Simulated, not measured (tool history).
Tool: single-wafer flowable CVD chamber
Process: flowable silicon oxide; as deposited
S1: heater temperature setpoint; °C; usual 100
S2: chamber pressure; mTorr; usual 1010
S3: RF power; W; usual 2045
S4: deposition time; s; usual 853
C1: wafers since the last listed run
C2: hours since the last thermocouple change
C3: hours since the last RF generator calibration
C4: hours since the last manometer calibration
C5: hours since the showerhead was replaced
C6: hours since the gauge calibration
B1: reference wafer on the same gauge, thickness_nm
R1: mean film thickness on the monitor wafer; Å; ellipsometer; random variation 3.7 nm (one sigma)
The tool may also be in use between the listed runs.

{"run": 1, "day": 0.0, "S1": 100, "S2": 1010, "S3": 2045, "S4": 853, "C1": 0, "C2": 1093.1, "C3": 390.1, "C4": 399.6, "C5": 5130.6, "C6": 914.9, "B1": 587.093, "R1": 6336.18}
{"run": 2, "day": 2.775, "S1": 100, "S2": 1010, "S3": 2045, "S4": 853, "C1": 195, "C2": 1159.7, "C3": 456.7, "C4": 466.2, "C5": 5197.2, "C6": 981.5, "B1": 586.071, "R1": 6319.85}
{"run": 3, "day": 5.817, "S1": 104, "S2": 1010, "S3": 2045, "S4": 853, "C1": 214, "C2": 1232.7, "C3": 529.7, "C4": 539.2, "C5": 5270.2, "C6": 1054.5, "B1": 586.664, "R1": 5649.05}
{"run": 4, "day": 8.05, "S1": 104, "S2": 1010, "S3": 2045, "S4": 853, "C1": 157, "C2": 1286.3, "C3": 583.3, "C4": 592.8, "C5": 5323.8, "C6": 1108.1, "B1": 587.183, "R1": 5669.26}
{"run": 5, "day": 11.904, "S1": 104, "S2": 1010, "S3": 2045, "S4": 853, "C1": 271, "C2": 1378.8, "C3": 675.8, "C4": 685.3, "C5": 5416.3, "C6": 1200.6, "B1": 586.441, "R1": 5580.39}
{"run": 6, "day": 15.762, "S1": 105, "S2": 1090, "S3": 2045, "S4": 853, "C1": 272, "C2": 1471.4, "C3": 768.4, "C4": 777.9, "C5": 5508.9, "C6": 1293.2, "B1": 587.108, "R1": 5944.57}
{"run": 7, "day": 17.771, "S1": 100, "S2": 1010, "S3": 2045, "S4": 853, "C1": 141, "C2": 1519.6, "C3": 816.6, "C4": 826.1, "C5": 5557.1, "C6": 1341.4, "B1": 586.552, "R1": 6285.36}
{"run": 8, "day": 22.029, "S1": 100, "S2": 1010, "S3": 2045, "S4": 853, "C1": 300, "C2": 1621.8, "C3": 918.8, "C4": 928.3, "C5": 5659.3, "C6": 1443.6, "B1": 586.527, "R1": 6310.82}
{"run": 9, "day": 26.146, "S1": 100, "S2": 1010, "S3": 2045, "S4": 853, "C1": 290, "C2": 1720.6, "C3": 1017.6, "C4": 1027.1, "C5": 5758.1, "C6": 1542.4, "B1": 587.504, "R1": 6270.05}
{"day": 28.2, "done": "gauge calibrated"}
{"run": 10, "day": 28.95, "S1": 100, "S2": 1070, "S3": 2045, "S4": 853, "C1": 197, "C2": 1787.9, "C3": 1084.9, "C4": 1094.4, "C5": 5825.4, "C6": 18.0, "B1": 586.281, "R1": 6793.05}
{"day": 29.429, "done": "capacitance manometer re-zeroed and calibrated"}
{"run": 11, "day": 32.508, "S1": 112, "S2": 1120, "S3": 1915, "S4": 810, "C1": 227, "C2": 1873.3, "C3": 1170.3, "C4": 73.9, "C5": 5910.8, "C6": 103.4, "B1": 586.715, "R1": 4603.82}
{"day": 34.112, "done": "RF generator calibrated"}
{"run": 12, "day": 35.729, "S1": 104, "S2": 1010, "S3": 2045, "S4": 853, "C1": 203, "C2": 1950.6, "C3": 38.8, "C4": 151.2, "C5": 5988.1, "C6": 180.7, "B1": 587.672, "R1": 5635.37}
{"day": 36.275, "done": "thermocouple changed; heater temperature recalibrated"}
{"run": 13, "day": 37.512, "S1": 100, "S2": 830, "S3": 2315, "S4": 853, "C1": 102, "C2": 29.7, "C3": 81.6, "C4": 194.0, "C5": 6030.9, "C6": 223.5, "B1": 586.801, "R1": 5347.03}
{"day": 38.821, "done": "showerhead replaced"}
{"run": 14, "day": 41.592, "S1": 104, "S2": 1010, "S3": 2045, "S4": 778, "C1": 264, "C2": 127.6, "C3": 179.5, "C4": 291.9, "C5": 66.5, "C6": 321.4, "B1": 587.344, "R1": 5128.62}
{"run": 15, "day": 45.546, "S1": 100, "S2": 1010, "S3": 2045, "S4": 853, "C1": 278, "C2": 222.5, "C3": 274.4, "C4": 386.8, "C5": 161.4, "C6": 416.3, "B1": 587.662, "R1": 6366.76}
{"run": 16, "day": 47.308, "S1": 104, "S2": 1010, "S3": 2045, "S4": 853, "C1": 124, "C2": 264.8, "C3": 316.7, "C4": 429.1, "C5": 203.7, "C6": 458.6, "B1": 587.006, "R1": 5676.48}
{"run": 17, "day": 50.204, "S1": 100, "S2": 1220, "S3": 2045, "S4": 853, "C1": 204, "C2": 334.3, "C3": 386.2, "C4": 498.6, "C5": 273.2, "C6": 528.1, "B1": 587.061, "R1": 7585.51}
{"run": 18, "day": 54.338, "S1": 100, "S2": 1010, "S3": 2045, "S4": 853, "C1": 291, "C2": 433.5, "C3": 485.4, "C4": 597.8, "C5": 372.4, "C6": 627.3, "B1": 586.063, "R1": 6275.75}
{"run": 19, "day": 56.483, "S1": 88, "S2": 1110, "S3": 2045, "S4": 853, "C1": 151, "C2": 485.0, "C3": 536.9, "C4": 649.3, "C5": 423.9, "C6": 678.8, "B1": 587.355, "R1": 9883.24}
{"run": 20, "day": 59.583, "S1": 88, "S2": 1010, "S3": 1905, "S4": 853, "C1": 218, "C2": 559.4, "C3": 611.3, "C4": 723.7, "C5": 498.3, "C6": 753.2, "B1": 587.783, "R1": 8941.88}

4 ways to go on from here, each from the tool as it stands after run 20. What would each give?
{"run": "A", "day": 59.608, "S1": 100, "S2": 940, "S3": 2045, "S4": 853, "C1": 1, "C2": 560.0, "C3": 611.9, "C4": 724.3, "C5": 498.9, "C6": 753.8, "B1": "?", "R1": "?"}
{"run": "B", "day": 59.608, "S1": 114, "S2": 1010, "S3": 2045, "S4": 853, "C1": 1, "C2": 560.0, "C3": 611.9, "C4": 724.3, "C5": 498.9, "C6": 753.8, "B1": "?", "R1": "?"}
{"run": "C", "day": 59.608, "S1": 95, "S2": 1010, "S3": 2045, "S4": 797, "C1": 1, "C2": 560.0, "C3": 611.9, "C4": 724.3, "C5": 498.9, "C6": 753.8, "B1": "?", "R1": "?"}
{"run": "D", "day": 59.608, "S1": 100, "S2": 1010, "S3": 1810, "S4": 853, "C1": 1, "C2": 560.0, "C3": 611.9, "C4": 724.3, "C5": 498.9, "C6": 753.8, "B1": "?", "R1": "?"}

run=A B1=586.512 R1=5905.72
run=B B1=586.512 R1=4225.51
run=C B1=586.512 R1=6841.97
run=D B1=586.512 R1=6165.31
Without the tool's hidden state the same runs would have given:
run=A R1=5905.72
run=B R1=4225.51
run=C R1=6841.97
run=D R1=6165.31
